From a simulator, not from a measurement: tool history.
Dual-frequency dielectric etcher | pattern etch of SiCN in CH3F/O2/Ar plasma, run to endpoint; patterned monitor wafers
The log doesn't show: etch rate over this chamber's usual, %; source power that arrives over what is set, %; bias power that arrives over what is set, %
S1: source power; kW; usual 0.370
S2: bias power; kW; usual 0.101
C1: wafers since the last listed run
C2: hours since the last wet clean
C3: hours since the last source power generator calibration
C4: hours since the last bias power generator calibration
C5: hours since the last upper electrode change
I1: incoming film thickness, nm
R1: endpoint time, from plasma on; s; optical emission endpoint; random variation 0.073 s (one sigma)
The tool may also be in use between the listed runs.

run,hour,S1,S2,C1,C2,C3,C4,C5,I1,R1
1,0.0,0.370,0.114,0,598.0,1730.7,2154.2,1784.7,9.64,24.1
# hour 7.1: source power generator calibrated
# hour 97.9: wet clean of the chamber
2,98.4,0.370,0.120,914,0.5,91.3,2252.6,1883.1,9.62,23.4
3,171.0,0.370,0.101,942,73.1,163.9,2325.2,1955.7,9.75,24.7
4,232.3,0.370,0.101,795,134.4,225.2,2386.5,2017.0,9.79,24.9
5,310.6,0.370,0.101,1016,212.7,303.5,2464.8,2095.3,9.70,24.8
6,395.9,0.370,0.101,1107,298.0,388.8,2550.1,2180.6,9.61,24.4
7,499.9,0.370,0.101,1350,402.0,492.8,2654.1,2284.6,9.75,24.9
8,591.3,0.370,0.101,1186,493.4,584.2,2745.5,2376.0,9.59,24.5
9,637.9,0.370,0.101,605,540.0,630.8,2792.1,2422.6,9.70,24.8
# hour 642.9: bias power generator calibrated
# hour 728.6: wet clean of the chamber
10,732.0,0.370,0.101,858,3.4,724.9,89.1,2516.7,9.79,24.8
11,789.3,0.370,0.101,743,60.7,782.2,146.4,2574.0,9.84,24.8
12,867.3,0.370,0.101,1012,138.7,860.2,224.4,2652.0,9.62,24.4
# hour 958.2: upper electrode replaced
13,958.7,0.400,0.082,875,230.1,951.6,315.8,0.5,9.65,25.2
14,988.6,0.370,0.101,388,260.0,981.5,345.7,30.4,9.72,24.7
15,1046.0,0.450,0.092,745,317.4,1038.9,403.1,87.8,9.70,23.7
16,1226.8,0.450,0.091,2347,498.2,1219.7,583.9,268.6,9.62,23.6
17,1323.0,0.410,0.108,1248,594.4,1315.9,680.1,364.8,9.80,24.0
# hour 1408.0: wet clean of the chamber
18,1416.7,0.320,0.101,904,8.7,1409.6,773.8,458.5,9.69,25.6
19,1461.8,0.310,0.081,585,53.8,1454.7,818.9,503.6,9.79,27.5
20,1568.7,0.330,0.101,1387,160.7,1561.6,925.8,610.5,9.68,25.6
21,1640.5,0.370,0.085,932,232.5,1633.4,997.6,682.3,9.79,25.9
22,1733.3,0.370,0.101,1204,325.3,1726.2,1090.4,775.1,9.56,24.4
# hour 1770.0: source power generator calibrated
23,1830.7,0.430,0.086,1212,422.7,60.7,1187.8,872.5,9.78,24.6
24,1897.9,0.330,0.111,872,489.9,127.9,1255.0,939.7,9.69,24.8
25,1987.2,0.370,0.117,1159,579.2,217.2,1344.3,1029.0,9.68,23.8
# hour 2025.5: wet clean of the chamber
26,2034.0,0.430,0.123,296,8.5,264.0,1391.1,1075.8,9.57,22.3
27,2130.1,0.370,0.090,1247,104.6,360.1,1487.2,1171.9,9.76,25.7
28,2169.0,0.310,0.084,505,143.5,399.0,1526.1,1210.8,9.71,27.3
29,2272.1,0.370,0.101,1338,246.6,502.1,1629.2,1313.9,9.71,24.8
30,2313.3,0.450,0.085,534,287.8,543.3,1670.4,1355.1,9.69,24.4
31,2417.1,0.400,0.116,1347,391.6,647.1,1774.2,1458.9,9.75,23.5
32,2456.8,0.310,0.089,515,431.3,686.8,1813.9,1498.6,9.75,27.0
33,2549.4,0.370,0.101,1202,523.9,779.4,1906.5,1591.2,9.69,24.7
34,2626.6,0.340,0.101,1002,601.1,856.6,1983.7,1668.4,9.66,25.3
35,2711.1,0.430,0.113,1097,685.6,941.1,2068.2,1752.9,9.59,22.9

The tool's hidden state at each run:
etch rate over this chamber's usual, %: 0 in every run
H1: source power that arrives over what is set, %
H2: bias power that arrives over what is set, %
run,H1,H2
1,-5.43,-4.75
2,-0.252,-4.8
3,-0.747,-4.83
4,-1.12,-4.86
5,-1.55,-4.89
6,-1.96,-4.92
7,-2.4,-4.95
8,-2.72,-4.98
9,-2.87,-4.99
10,-3.14,-0.0132
11,-3.28,-0.312
12,-3.46,-0.688
13,-3.64,-1.09
14,-3.69,-1.21
15,-3.79,-1.44
16,-4.04,-2.05
17,-4.15,-2.33
18,-4.24,-2.58
19,-4.28,-2.69
20,-4.36,-2.92
21,-4.41,-3.07
22,-4.46,-3.24
23,-1.31,-3.4
24,-1.79,-3.5
25,-2.36,-3.62
26,-2.63,-3.68
27,-3.11,-3.79
28,-3.29,-3.83
29,-3.71,-3.94
30,-3.86,-3.98
31,-4.2,-4.06
32,-4.32,-4.09
33,-4.56,-4.16
34,-4.73,-4.21
35,-4.9,-4.26

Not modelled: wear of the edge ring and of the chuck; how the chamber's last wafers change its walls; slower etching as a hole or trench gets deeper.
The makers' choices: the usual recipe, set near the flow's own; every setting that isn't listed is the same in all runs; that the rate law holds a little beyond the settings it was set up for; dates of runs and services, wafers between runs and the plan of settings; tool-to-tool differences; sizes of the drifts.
